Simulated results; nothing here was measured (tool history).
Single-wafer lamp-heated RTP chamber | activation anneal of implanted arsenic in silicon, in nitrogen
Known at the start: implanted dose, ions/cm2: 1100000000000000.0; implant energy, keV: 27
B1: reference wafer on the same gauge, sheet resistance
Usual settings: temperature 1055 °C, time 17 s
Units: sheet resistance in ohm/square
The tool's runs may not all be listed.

{"run": 1, "hour": 0.0, "temperature": 1055, "time": 17, "B1": 84.99, "sheet resistance": 100.32}
{"run": 2, "hour": 6.0, "temperature": 1055, "time": 17, "B1": 84.98, "sheet resistance": 100.26}
{"run": 3, "hour": 16.4, "temperature": 1055, "time": 17, "B1": 84.98, "sheet resistance": 100.02}
{"run": 4, "hour": 22.6, "temperature": 1055, "time": 17, "B1": 85.05, "sheet resistance": 100.21}
{"run": 5, "hour": 40.1, "temperature": 1055, "time": 17, "B1": 85.03, "sheet resistance": 100.22}
{"run": 6, "hour": 56.7, "temperature": 1055, "time": 17, "B1": 85.0, "sheet resistance": 100.22}
{"run": 7, "hour": 71.7, "temperature": 1055, "time": 17, "B1": 84.99, "sheet resistance": 100.19}
{"run": 8, "hour": 81.1, "temperature": 1055, "time": 17, "B1": 85.08, "sheet resistance": 100.25}
{"run": 9, "hour": 87.5, "temperature": 1055, "time": 9, "B1": 85.02, "sheet resistance": 104.78}
{"run": 10, "hour": 99.0, "temperature": 1055, "time": 9, "B1": 85.01, "sheet resistance": 104.59}
{"run": 11, "hour": 113.3, "temperature": 1055, "time": 17, "B1": 84.97, "sheet resistance": 100.07}
{"run": 12, "hour": 124.3, "temperature": 1055, "time": 10, "B1": 85.07, "sheet resistance": 104.01}
{"run": 13, "hour": 138.5, "temperature": 1055, "time": 17, "B1": 85.0, "sheet resistance": 100.14}
{"hour": 150.1, "done": "pyrometer window cleaned and pyrometer calibrated"}
{"hour": 160.3, "done": "gauge calibrated"}
{"run": 14, "hour": 188.0, "temperature": 1055, "time": 17, "B1": 84.96, "sheet resistance": 101.5}
{"run": 15, "hour": 195.5, "temperature": 1055, "time": 17, "B1": 85.0, "sheet resistance": 101.13}
{"run": 16, "hour": 204.0, "temperature": 1074, "time": 17, "B1": 84.97, "sheet resistance": 97.78}
{"run": 17, "hour": 217.2, "temperature": 1030, "time": 13, "B1": 84.97, "sheet resistance": 106.32}
{"run": 18, "hour": 232.0, "temperature": 1042, "time": 24, "B1": 84.99, "sheet resistance": 100.69}
{"run": 19, "hour": 241.2, "temperature": 1055, "time": 17, "B1": 84.95, "sheet resistance": 100.76}
{"hour": 254.1, "done": "reflector plate cleaned"}
{"run": 20, "hour": 254.6, "temperature": 1042, "time": 24, "B1": 85.02, "sheet resistance": 101.69}
{"run": 21, "hour": 256.3, "temperature": 1047, "time": 11, "B1": 84.97, "sheet resistance": 106.2}
{"run": 22, "hour": 267.5, "temperature": 1068, "time": 22, "B1": 85.04, "sheet resistance": 98.08}
{"run": 23, "hour": 279.3, "temperature": 1045, "time": 17, "B1": 85.05, "sheet resistance": 103.16}
{"run": 24, "hour": 289.4, "temperature": 1055, "time": 17, "B1": 84.96, "sheet resistance": 101.92}
{"run": 25, "hour": 302.7, "temperature": 1071, "time": 26, "B1": 85.0, "sheet resistance": 95.92}
{"run": 26, "hour": 309.2, "temperature": 1030, "time": 13, "B1": 84.98, "sheet resistance": 107.16}
{"run": 27, "hour": 319.9, "temperature": 1055, "time": 17, "B1": 85.03, "sheet resistance": 101.29}
{"run": 28, "hour": 334.6, "temperature": 1034, "time": 23, "B1": 85.06, "sheet resistance": 102.18}
{"run": 29, "hour": 343.8, "temperature": 1036, "time": 20, "B1": 84.98, "sheet resistance": 102.76}
{"run": 30, "hour": 353.1, "temperature": 1055, "time": 9, "B1": 85.03, "sheet resistance": 105.38}
{"run": 31, "hour": 365.2, "temperature": 1067, "time": 10, "B1": 85.0, "sheet resistance": 102.5}
{"run": 32, "hour": 389.1, "temperature": 1029, "time": 8, "B1": 84.96, "sheet resistance": 109.32}
{"run": 33, "hour": 400.9, "temperature": 1025, "time": 24, "B1": 85.01, "sheet resistance": 102.66}
{"run": 34, "hour": 406.9, "temperature": 1076, "time": 14, "B1": 85.0, "sheet resistance": 98.9}

Run 35 comes next. What will it give?
{"run": 35, "hour": 421.3, "temperature": 1033, "time": 10, "B1": "?", "sheet resistance": "?"}

B1: 85.04
sheet resistance: 107.60 ohm/square
Without the tool's hidden state the same run would have given sheet resistance 109.90 ohm/square.
